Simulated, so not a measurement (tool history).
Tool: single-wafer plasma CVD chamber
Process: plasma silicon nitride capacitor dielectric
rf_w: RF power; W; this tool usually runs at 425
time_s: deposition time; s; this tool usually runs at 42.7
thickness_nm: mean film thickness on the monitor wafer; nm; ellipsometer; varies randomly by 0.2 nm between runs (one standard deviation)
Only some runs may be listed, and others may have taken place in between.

| run | hour | rf_w | time_s | wafers since the last listed run | hours since the last RF generator calibration | hours since the showerhead was replaced | hours since the gauge calibration | read-back reference wafer on the same gauge, thickness_nm | thickness_nm |
|---|---|---|---|---|---|---|---|---|---|
| 1 | 0.0 | 490 | 42.7 | 0 | 1006.4 | 3586.0 | 98.5 | 59.797 | 58.956 |
| 2 | 43.6 | 490 | 42.7 | 456 | 1050.0 | 3629.6 | 142.1 | 59.795 | 58.829 |
| 3 | 220.4 | 425 | 42.7 | 1850 | 1226.8 | 3806.4 | 318.9 | 59.858 | 56.920 |
| 4 | 265.3 | 425 | 42.7 | 470 | 1271.7 | 3851.3 | 363.8 | 59.791 | 56.189 |
| 5 | 322.9 | 425 | 37.3 | 602 | 1329.3 | 3908.9 | 421.4 | 59.843 | 49.173 |
| 6 | 371.5 | 425 | 37.3 | 508 | 1377.9 | 3957.5 | 470.0 | 59.845 | 49.332 |
| 7 | 457.4 | 390 | 42.7 | 899 | 1463.8 | 4043.4 | 555.9 | 59.776 | 54.969 |
| 8 | 519.2 | 390 | 42.7 | 646 | 1525.6 | 4105.2 | 617.7 | 59.725 | 55.198 |
|  | 585.1 | RF generator calibrated |
| 9 | 602.6 | 425 | 42.7 | 789 | 17.5 | 4188.6 | 701.1 | 59.858 | 55.998 |
| 10 | 691.2 | 460 | 42.7 | 927 | 106.1 | 4277.2 | 789.7 | 59.844 | 56.923 |
|  | 713.9 | gauge calibrated |
|  | 754.6 | showerhead replaced |
| 11 | 777.1 | 475 | 47.6 | 815 | 192.0 | 22.5 | 63.2 | 59.836 | 63.364 |
| 12 | 821.1 | 425 | 40.3 | 460 | 236.0 | 66.5 | 107.2 | 59.796 | 52.595 |
|  | 849.4 | RF generator calibrated, repeated, since the last time left the tool worse |
| 13 | 918.9 | 380 | 47.5 | 940 | 69.5 | 164.3 | 205.0 | 59.704 | 61.909 |
| 14 | 959.3 | 390 | 36.7 | 422 | 109.9 | 204.7 | 245.4 | 59.813 | 48.224 |
| 15 | 1053.5 | 400 | 48.6 | 986 | 204.1 | 298.9 | 339.6 | 59.789 | 64.017 |
| 16 | 1113.8 | 425 | 42.7 | 631 | 264.4 | 359.2 | 399.9 | 59.856 | 57.165 |

What if the next run were any one of these 3? Each begins from the tool's condition after run 16:
| A | 1114.2 | 405 | 42.7 | 4 | 264.8 | 359.6 | 400.3 | ? | ? |
| B | 1114.2 | 425 | 40.6 | 4 | 264.8 | 359.6 | 400.3 | ? | ? |
| C | 1114.2 | 370 | 51.0 | 4 | 264.8 | 359.6 | 400.3 | ? | ? |

| run | read-back reference wafer on the same gauge, thickness_nm | thickness_nm |
|---|---|---|
| A | 59.779 | 56.181 |
| B | 59.779 | 54.102 |
| C | 59.779 | 65.532 |
With the hidden condition removed and each run's random variation left untouched, the same runs would have given:
| run | thickness_nm |
|---|---|
| A | 56.335 |
| B | 54.251 |
| C | 65.713 |
